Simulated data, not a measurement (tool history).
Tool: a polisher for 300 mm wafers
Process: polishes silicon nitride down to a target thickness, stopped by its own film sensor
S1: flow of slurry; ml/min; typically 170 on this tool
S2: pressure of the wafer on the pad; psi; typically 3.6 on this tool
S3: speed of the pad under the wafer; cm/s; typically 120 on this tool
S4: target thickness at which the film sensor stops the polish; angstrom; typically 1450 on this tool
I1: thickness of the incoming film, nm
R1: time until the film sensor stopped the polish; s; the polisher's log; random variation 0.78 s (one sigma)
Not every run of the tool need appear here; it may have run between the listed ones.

Run 1, day 0: usual settings but S2 4.3 psi; I1 238.3. Result: R1 39.8 s.
Run 2, day 1.288: usual settings but S1 200 ml/min, S3 140 cm/s; I1 245.5. Result: R1 47.6 s.
At day 3.042: worn pad replaced by a new one.
Run 3, day 3.408: usual settings but S1 200 ml/min, S3 140 cm/s; I1 239.2. Result: R1 38.7 s.
Run 4, day 4.579: usual settings; I1 245.2. Result: R1 48.5 s.
Run 5, day 5.938: usual settings but S4 1600 angstrom; I1 240.1. Result: R1 37.6 s.
At day 7.1: slurry nozzle cleaned.
Run 6, day 7.421: usual settings but S4 1600 angstrom; I1 238.1. Result: R1 37.1 s.
Run 7, day 8.596: usual settings but S4 1600 angstrom; I1 241.7. Result: R1 39.5 s.
Run 8, day 10.408: usual settings but S3 142 cm/s; I1 239.4. Result: R1 40.4 s.
Run 9, day 11.621: usual settings but S3 142 cm/s; I1 241.7. Result: R1 41.9 s.
Run 10, day 13.129: usual settings; I1 244.2. Result: R1 47.8 s.
At day 14.592: head pressure recalibrated.
Run 11, day 16.042: usual settings; I1 242.8. Result: R1 49.1 s.
At day 18.158: worn pad replaced by a new one.
Run 12, day 21.896: usual settings; I1 239.7. Result: R1 46.7 s.
Run 13, day 24.529: usual settings; I1 241.7. Result: R1 45.3 s.
Run 14, day 26.483: usual settings; I1 240.9. Result: R1 46.7 s.
Run 15, day 28.208: usual settings; I1 240.6. Result: R1 47.3 s.
Run 16, day 31.138: usual settings; I1 239. Result: R1 48 s.
At day 32.442: head pressure recalibrated.
At day 34.358: worn pad replaced by a new one.
At day 36.1: slurry nozzle cleaned.
Run 17, day 39.238: usual settings; I1 238.6. Result: R1 44.3 s.
Run 18, day 41.446: usual settings; I1 240.7. Result: R1 46 s.
At day 49.317: worn pad replaced by a new one.
Run 19, day 49.375: usual settings but S1 205 ml/min, S2 2.4 psi, S4 1570 angstrom; I1 243.4. Result: R1 61.4 s.
Run 20, day 51.183: usual settings; I1 242.3. Result: R1 46.7 s.
At day 52.167: head pressure recalibrated.
Run 21, day 52.417: usual settings but S2 4.9 psi, S3 142 cm/s; I1 238.7. Result: R1 29.2 s.
Run 22, day 54.762: usual settings but S1 125 ml/min, S2 4.9 psi, S3 90 cm/s, S4 1730 angstrom; I1 239.3. Result: R1 31.3 s.
Run 23, day 56.988: usual settings but S1 205 ml/min, S2 4.3 psi, S3 132 cm/s, S4 1600 angstrom; I1 241. Result: R1 29.2 s.
Run 24, day 58.117: usual settings but S2 4.8 psi, S4 1730 angstrom; I1 240. Result: R1 25.7 s.
At day 60.133: slurry nozzle cleaned.
Run 25, day 61.875: usual settings but S1 190 ml/min; I1 241. Result: R1 48.3 s.
Run 26, day 64.588: usual settings but S1 220 ml/min, S4 1650 angstrom; I1 240.6. Result: R1 39.3 s.
At day 66.629: worn pad replaced by a new one.
Run 27, day 67.538: usual settings but S3 104 cm/s, S4 1600 angstrom; I1 242.4. Result: R1 43.4 s.
Run 28, day 68.767: usual settings but S1 215 ml/min, S2 4.5 psi, S4 1610 angstrom; I1 240.8. Result: R1 30.1 s.
At day 70.338: head pressure recalibrated.
Run 29, day 71.617: usual settings but S2 4.2 psi, S3 144 cm/s, S4 1580 angstrom; I1 236.3. Result: R1 27.8 s.
Run 30, day 73.854: usual settings but S2 2.4 psi, S3 140 cm/s, S4 1630 angstrom; I1 239.1. Result: R1 48.1 s.
Run 31, day 75.317: usual settings; I1 241.5. Result: R1 46.7 s.
Run 32, day 77.742: usual settings but S3 142 cm/s; I1 239.7. Result: R1 41.3 s.
Run 33, day 81.017: usual settings; I1 237.2. Result: R1 47.2 s.
At day 82.675: worn pad replaced by a new one.
Run 34, day 83.208: usual settings but S1 150 ml/min, S2 4.4 psi, S3 106 cm/s, S4 1120 angstrom; I1 236.9. Result: R1 52.9 s.
At day 84: slurry nozzle cleaned.
Run 35, day 85.046: usual settings but S1 225 ml/min, S2 2.5 psi, S3 148 cm/s, S4 1370 angstrom; I1 239.4. Result: R1 59.3 s.
Run 36, day 86.071: usual settings but S1 205 ml/min, S3 90 cm/s, S4 1230 angstrom; I1 238.8. Result: R1 67.8 s.

What would each run have given without the hidden state, its run-to-run variation left as it was?
The tool's hidden condition here consists of: removal rate lost through wear of the pad, %; slurry flow missing at the pad, %; deviation of the head's pressure from its setpoint, %.
run    R1
  1  35.7
  2  41.8
  3  38.5
  4  48.2
  5  37.2
  6  36.6
  7  38.8
  8  39.3
  9  40.4
 10  45.6
 11  45.4
 12  46.1
 13  44.1
 14    45
 15    45
 16  44.3
 17  43.6
 18  44.8
 19  59.3
 20  45.1
 21  28.1
 22  29.9
 23  27.6
 24    24
 25  43.6
 26  34.3
 27    43
 28  29.8
 29  27.4
 30  46.8
 31    45
 32    39
 33    43
 34  52.4
 35  58.6
 36  66.9
